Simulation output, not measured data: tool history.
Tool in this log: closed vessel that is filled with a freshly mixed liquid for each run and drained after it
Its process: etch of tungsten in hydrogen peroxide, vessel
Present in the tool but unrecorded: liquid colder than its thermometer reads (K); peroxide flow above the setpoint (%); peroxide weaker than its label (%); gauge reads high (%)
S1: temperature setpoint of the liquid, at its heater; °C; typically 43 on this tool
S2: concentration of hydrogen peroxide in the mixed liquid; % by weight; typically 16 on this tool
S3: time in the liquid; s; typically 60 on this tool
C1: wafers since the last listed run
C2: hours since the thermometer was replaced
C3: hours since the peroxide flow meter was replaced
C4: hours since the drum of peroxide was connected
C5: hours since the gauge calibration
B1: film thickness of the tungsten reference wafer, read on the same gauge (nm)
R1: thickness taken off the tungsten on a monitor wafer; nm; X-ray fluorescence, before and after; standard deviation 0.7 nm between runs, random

| run | hour | S1 | S2 | S3 | C1 | C2 | C3 | C4 | C5 | B1 | R1 |
|---|---|---|---|---|---|---|---|---|---|---|---|
| 1 | 0 | 43 | 16 | 60 | 0 | 1040.8 | 273 | 413.2 | 2665.7 | 139.99 | 69.25 |
| 2 | 49.9 | 43 | 16 | 60 | 5130 | 1090.7 | 322.9 | 463.1 | 2715.6 | 140 | 68.8 |
| 3 | 112.4 | 43 | 16 | 60 | 6426 | 1153.2 | 385.4 | 525.6 | 2778.1 | 139.98 | 68.26 |
| 4 | 156.8 | 43 | 16 | 60 | 4565 | 1197.6 | 429.8 | 570 | 2822.5 | 140.02 | 67.78 |
| 5 | 218.8 | 51 | 16 | 60 | 6374 | 1259.6 | 491.8 | 632 | 2884.5 | 140 | 111.65 |
| 6 | 284.1 | 43 | 16 | 60 | 6714 | 1324.9 | 557.1 | 697.3 | 2949.8 | 140 | 67.87 |
| 7 | 375.5 | 43 | 16 | 60 | 9397 | 1416.3 | 648.5 | 788.7 | 3041.2 | 139.98 | 67.02 |
| 8 | 449.8 | 43 | 16 | 60 | 7639 | 1490.6 | 722.8 | 863 | 3115.5 | 140.02 | 67.86 |
| 9 | 550.6 | 43 | 16 | 60 | 10364 | 1591.4 | 823.6 | 963.8 | 3216.3 | 140 | 67.13 |
|  | 633.8 | new drum of peroxide connected |
| 10 | 652.1 | 43 | 16 | 60 | 10333 | 1692.9 | 925.1 | 18.3 | 3317.8 | 139.99 | 66.83 |
| 11 | 722.8 | 43 | 16 | 60 | 7269 | 1763.6 | 995.8 | 89 | 3388.5 | 139.98 | 66.1 |
| 12 | 829.9 | 43 | 16 | 60 | 11012 | 1870.7 | 1102.9 | 196.1 | 3495.6 | 140.03 | 66.34 |
| 13 | 927.4 | 43 | 16 | 60 | 10025 | 1968.2 | 1200.4 | 293.6 | 3593.1 | 139.97 | 65.58 |
| 14 | 979.3 | 43 | 16 | 60 | 5336 | 2020.1 | 1252.3 | 345.5 | 3645 | 139.98 | 66.53 |
| 15 | 1049.6 | 36 | 20.5 | 85 | 7228 | 2090.4 | 1322.6 | 415.8 | 3715.3 | 140 | 66.64 |
| 16 | 1146.8 | 43 | 13.5 | 75 | 9994 | 2187.6 | 1419.8 | 513 | 3812.5 | 140.01 | 75.39 |
|  | 1149.2 | gauge calibrated |
| 17 | 1224.2 | 43 | 16 | 60 | 7958 | 2265 | 1497.2 | 590.4 | 75 | 140 | 65.64 |
| 18 | 1275 | 37 | 16 | 50 | 5223 | 2315.8 | 1548 | 641.2 | 125.8 | 140.01 | 36.86 |
| 19 | 1324.7 | 43 | 16 | 60 | 5110 | 2365.5 | 1597.7 | 690.9 | 175.5 | 140 | 64.07 |
|  | 1393.1 | thermometer replaced |
| 20 | 1411 | 43 | 20 | 75 | 8770 | 17.9 | 1684 | 777.2 | 261.8 | 140 | 100.32 |
| 21 | 1469.3 | 43 | 16 | 30 | 5994 | 76.2 | 1742.3 | 835.5 | 320.1 | 139.99 | 36.26 |
|  | 1546.9 | new drum of peroxide connected |
| 22 | 1568.3 | 43 | 16 | 45 | 10076 | 175.2 | 1841.3 | 21.4 | 419.1 | 140 | 53.33 |
| 23 | 1625.7 | 50 | 16 | 35 | 5902 | 232.6 | 1898.7 | 78.8 | 476.5 | 139.98 | 64.27 |
|  | 1642 | peroxide flow meter replaced |
| 24 | 1687 | 43 | 20.5 | 35 | 6200 | 293.9 | 45 | 140.1 | 537.8 | 140.01 | 47.21 |
| 25 | 1785.4 | 46 | 16 | 60 | 10117 | 392.3 | 143.4 | 238.5 | 636.2 | 140 | 86.6 |
| 26 | 1876.5 | 38 | 14 | 60 | 9367 | 483.4 | 234.5 | 329.6 | 727.3 | 140.01 | 46.39 |
| 27 | 1971.4 | 40.5 | 19.5 | 40 | 9757 | 578.3 | 329.4 | 424.5 | 822.2 | 140 | 43.72 |
| 28 | 2030.9 | 37 | 16 | 60 | 6117 | 637.8 | 388.9 | 484 | 881.7 | 140.01 | 47.78 |
| 29 | 2113.8 | 34.5 | 13 | 30 | 8523 | 720.7 | 471.8 | 566.9 | 964.6 | 140.02 | 18.03 |
| 30 | 2216.9 | 39.5 | 16 | 60 | 10600 | 823.8 | 574.9 | 670 | 1067.7 | 140.02 | 55.05 |
| 31 | 2320.9 | 37.5 | 16 | 40 | 10693 | 927.8 | 678.9 | 774 | 1171.7 | 140.01 | 32.89 |

What if the next run were any one of these 3? Each begins from the tool's condition after run 31:
| A | 2321.6 | 43 | 17.5 | 60 | 71 | 928.5 | 679.6 | 774.7 | 1172.4 | ? | ? |
| B | 2321.6 | 39 | 19 | 70 | 71 | 928.5 | 679.6 | 774.7 | 1172.4 | ? | ? |
| C | 2321.6 | 38.5 | 20 | 35 | 71 | 928.5 | 679.6 | 774.7 | 1172.4 | ? | ? |

| run | B1 | R1 |
|---|---|---|
| A | 139.99 | 72.54 |
| B | 139.99 | 68.01 |
| C | 139.99 | 33.76 |
Without the tool's unlogged condition, the same runs would have read:
| run | R1 |
|---|---|
| A | 75.52 |
| B | 70.88 |
| C | 35.19 |
